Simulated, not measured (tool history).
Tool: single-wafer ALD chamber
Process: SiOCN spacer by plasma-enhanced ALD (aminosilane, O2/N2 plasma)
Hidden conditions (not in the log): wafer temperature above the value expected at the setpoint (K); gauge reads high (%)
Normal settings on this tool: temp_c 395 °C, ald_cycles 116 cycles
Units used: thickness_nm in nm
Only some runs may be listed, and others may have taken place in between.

| run | day | temp_c | ald_cycles | wafers since the last listed run | hours since the last thermocouple change | hours since the gauge calibration | read-back reference wafer on the same gauge, thickness_nm | thickness_nm |
|---|---|---|---|---|---|---|---|---|
| 1 | 0 | 395 | 116 | 0 | 1883 | 65.5 | 6.109 | 7.557 |
| 2 | 0.404 | 395 | 116 | 16 | 1892.7 | 75.2 | 6.108 | 7.538 |
| 3 | 0.912 | 395 | 116 | 20 | 1904.9 | 87.4 | 6.114 | 7.547 |
| 4 | 1.442 | 395 | 116 | 21 | 1917.6 | 100.1 | 6.107 | 7.565 |
| 5 | 1.788 | 395 | 116 | 13 | 1925.9 | 108.4 | 6.106 | 7.567 |
| 6 | 2.258 | 395 | 116 | 18 | 1937.2 | 119.7 | 6.114 | 7.544 |
| 7 | 2.792 | 395 | 116 | 21 | 1950 | 132.5 | 6.11 | 7.552 |
| 8 | 3.183 | 395 | 116 | 15 | 1959.4 | 141.9 | 6.11 | 7.526 |
| 9 | 3.775 | 395 | 104 | 23 | 1973.6 | 156.1 | 6.113 | 6.766 |
| 10 | 4.258 | 395 | 104 | 19 | 1985.2 | 167.7 | 6.113 | 6.77 |
| 11 | 4.517 | 395 | 116 | 10 | 1991.4 | 173.9 | 6.11 | 7.56 |
| 12 | 5.046 | 395 | 116 | 21 | 2004.1 | 186.6 | 6.106 | 7.565 |
| 13 | 5.4 | 395 | 106 | 14 | 2012.6 | 195.1 | 6.108 | 6.925 |
| 14 | 5.7 | 404 | 129 | 12 | 2019.8 | 202.3 | 6.113 | 8.292 |
| 15 | 6.029 | 384 | 132 | 13 | 2027.7 | 210.2 | 6.112 | 8.556 |
|  | 6.579 | gauge calibrated |
|  | 7.492 | thermocouple changed; heater temperature recalibrated |
| 16 | 7.512 | 395 | 116 | 46 | 0.5 | 22.4 | 6.109 | 7.514 |
| 17 | 7.933 | 404 | 97 | 16 | 10.6 | 32.5 | 6.113 | 6.251 |
| 18 | 8.592 | 381 | 127 | 26 | 26.4 | 48.3 | 6.108 | 8.272 |
| 19 | 9.138 | 395 | 116 | 21 | 39.5 | 61.4 | 6.112 | 7.534 |
| 20 | 9.738 | 388 | 116 | 24 | 53.9 | 75.8 | 6.111 | 7.522 |

Give the tool's hidden conditions for every run:
wafer temperature above the value expected at the setpoint (K): 0 in every run
gauge reads high (%): 0 in every run
